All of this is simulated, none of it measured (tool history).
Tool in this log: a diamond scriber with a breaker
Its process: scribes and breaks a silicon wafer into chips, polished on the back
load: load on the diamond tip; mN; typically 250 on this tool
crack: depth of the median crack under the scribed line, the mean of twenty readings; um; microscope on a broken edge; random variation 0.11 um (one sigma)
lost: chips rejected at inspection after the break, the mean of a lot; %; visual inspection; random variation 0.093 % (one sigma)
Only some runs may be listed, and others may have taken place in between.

run,day,load,wafers since the last listed run,hours since the diamond tip was replaced,hours since the load on the tip was calibrated,"incoming depth of the damage left on the back of the incoming wafer, um",crack,lost
1,0,301,0,754,495,0.04,7.73,1.81
2,1.225,301,209,783.4,524.4,0.04,7.61,1.78
3,1.938,250,122,800.5,541.5,0.02,6.95,1.56
4,2.521,250,99,814.5,555.5,0.03,6.79,1.58
5,3.971,250,248,849.3,590.3,0.02,6.86,1.56
6,4.504,250,91,862.1,603.1,0.03,6.9,1.69
7,5.379,280,149,883.1,624.1,0.02,7.19,1.36
8,6.046,279,114,899.1,640.1,0.02,7.2,1.38
9,7.35,279,223,930.4,671.4,0.04,7.2,1.48
10,8.808,279,249,965.4,706.4,0.03,7.19,1.44
11,9.488,250,116,981.7,722.7,0.02,6.89,1.73
12,10.525,250,177,1006.6,747.6,0.03,6.79,1.64
13,11.192,250,114,1022.6,763.6,0.01,6.85,1.67
# day 11.8: load on the tip recalibrated
14,13.754,250,424,1084.1,46.9,0.04,6.35,2.59
# day 13.854: diamond tip replaced by a new one
15,14.971,250,194,26.8,76.1,0.02,6.35,2.84
# day 17.038: load on the tip recalibrated, repeated, since the last time left the tool worse
16,19.104,288,693,126,49.6,0.02,7.77,1.73
17,19.892,316,134,144.9,68.5,0.04,8.23,2.38
18,20.896,206,172,169,92.6,0.04,6.25,2.58
19,21.829,250,159,191.4,115,0.03,6.98,1.38
20,22.562,250,125,209,132.6,0.05,7.02,1.4
21,23.4,289,143,229.1,152.7,0.03,7.61,1.7
22,24.45,228,179,254.3,177.9,0.02,6.47,1.81
23,25.5,250,179,279.5,203.1,0.01,6.86,1.47
24,26.942,228,247,314.1,237.7,0.01,6.48,1.89
25,27.625,218,117,330.5,254.1,0.03,6.46,2.41
26,28.317,229,118,347.1,270.7,0.03,6.76,2.12
27,29.371,229,180,372.4,296,0.02,6.56,1.94
28,30.1,204,124,389.9,313.5,0.02,6.18,3.31
29,31.088,250,169,413.6,337.2,0.04,6.95,1.64
30,32.112,201,175,438.2,361.8,0.03,6,3.81
31,32.792,278,116,454.5,378.1,0.02,7.42,1.36

How the hidden state differs across the entries between the runs, from the last listed run before each to the first after it:
Runs 13 to 14: load on the tip recalibrated (day 11.8)
  deviation of the load on the tip from its setpoint, %: -8.4 -> -17.6
  difference, measured minus the result without the unlogged condition, crack: -0.34 -> -0.72 um; lost: +0.24 -> +1.15 %
Runs 14 to 15: diamond tip replaced by a new one (day 13.854)
  deviation of the load on the tip from its setpoint, %: -17.6 -> -18.4
  difference, measured minus the result without the unlogged condition, crack: -0.72 -> -0.76 um; lost: +1.15 -> +1.33 %
Runs 15 to 16: load on the tip recalibrated, repeated, since the last time left the tool worse (day 17.038)
  deviation of the load on the tip from its setpoint, %: -18.4 -> -1.96
  difference, measured minus the result without the unlogged condition, crack: -0.76 -> -0.09 um; lost: +1.33 -> -0.14 %
